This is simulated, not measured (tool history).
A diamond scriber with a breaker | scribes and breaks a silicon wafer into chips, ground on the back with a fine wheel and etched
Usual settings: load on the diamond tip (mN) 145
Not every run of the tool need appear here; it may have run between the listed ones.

| run | hour | load on the diamond tip (mN) | incoming depth of the damage left on the back of the incoming wafer, um | depth of the median crack under the scribed line (nm) | chips rejected at inspection after the break (%) |
|---|---|---|---|---|---|
| 1 | 0 | 175 | 0.6 | 8600 | 1.72 |
| 2 | 90.7 | 175 | 0.55 | 8600 | 1.55 |
| 3 | 157.2 | 114 | 0.63 | 6790 | 6.44 |
| 4 | 251.3 | 114 | 0.52 | 6730 | 7.62 |
| 5 | 293.2 | 114 | 0.35 | 6650 | 8.21 |
|  | 344.1 | diamond tip replaced by a new one |
| 6 | 361.2 | 145 | 0.67 | 6480 | 9.24 |
| 7 | 446.2 | 145 | 0.47 | 6520 | 9.62 |
| 8 | 551.9 | 119 | 0.58 | 5990 | 14.67 |
|  | 595.4 | diamond tip replaced by a new one, repeated, since the last time left the tool worse |
| 9 | 602.7 | 127 | 0.39 | 7780 | 2.31 |
|  | 615.6 | load on the tip recalibrated |
| 10 | 676.2 | 178 | 0.73 | 9280 | 2.36 |
| 11 | 777.2 | 162 | 0.43 | 8810 | 1.54 |
| 12 | 849.3 | 109 | 0.78 | 7130 | 4.08 |
| 13 | 905.9 | 145 | 0.62 | 8210 | 1.53 |
| 14 | 1006.3 | 157 | 0.35 | 8420 | 1.52 |

Measured result minus the same run's result without the hidden state. Both carry the same run-to-run variation, though not necessarily the same gauge scatter:
The hidden state here: share of the diamond tip's cutting effectiveness lost through wear, %; deviation of the load on the tip from its setpoint, %.
| run | depth of the median crack under the scribed line (nm) | chips rejected at inspection after the break (%) |
|---|---|---|
| 1 | -530 | -0.98 |
| 2 | -660 | -1.04 |
| 3 | -610 | +3.3 |
| 4 | -740 | +4.37 |
| 5 | -800 | +4.93 |
| 6 | -1870 | +7.74 |
| 7 | -1900 | +8.09 |
| 8 | -1770 | +12.29 |
| 9 | -90 | +0.21 |
| 10 | -110 | -0.27 |
| 11 | -130 | -0.16 |
| 12 | -120 | +0.56 |
| 13 | -170 | +0.05 |
| 14 | -230 | -0.17 |
